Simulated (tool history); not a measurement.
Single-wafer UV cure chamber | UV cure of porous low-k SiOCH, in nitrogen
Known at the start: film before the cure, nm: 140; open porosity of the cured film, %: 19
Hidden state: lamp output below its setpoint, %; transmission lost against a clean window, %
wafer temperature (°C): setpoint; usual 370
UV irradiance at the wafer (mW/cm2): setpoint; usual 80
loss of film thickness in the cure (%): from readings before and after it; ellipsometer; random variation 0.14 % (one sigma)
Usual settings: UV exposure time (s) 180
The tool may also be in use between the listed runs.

run,hour,wafer temperature (°C),UV exposure time (s),UV irradiance at the wafer (mW/cm2),wafers since the last listed run,hours since the UV bulbs were replaced,wafers since the quartz window was cleaned,loss of film thickness in the cure (%)
1,0,370,180,80,0,3044.1,1178,9.965
2,28.6,370,180,80,233,3072.7,1412,9.733
3,48.1,370,180,80,159,3092.2,1571,10.115
4,72.2,370,180,80,196,3116.3,1768,10.216
5,94.3,370,180,80,180,3138.4,1948,10.013
6,111.2,370,135,80,137,3155.3,2086,8.474
7,129.2,370,135,80,146,3173.3,2233,8.65

Run 8 comes next. What will it give?
# hour 150.8: UV bulbs replaced
8,151.3,385,240,65,115,0.5,2348,?

loss of film thickness in the cure (%): 10.519
Without the tool's hidden state the same run would have given loss of film thickness in the cure (%) 10.519.

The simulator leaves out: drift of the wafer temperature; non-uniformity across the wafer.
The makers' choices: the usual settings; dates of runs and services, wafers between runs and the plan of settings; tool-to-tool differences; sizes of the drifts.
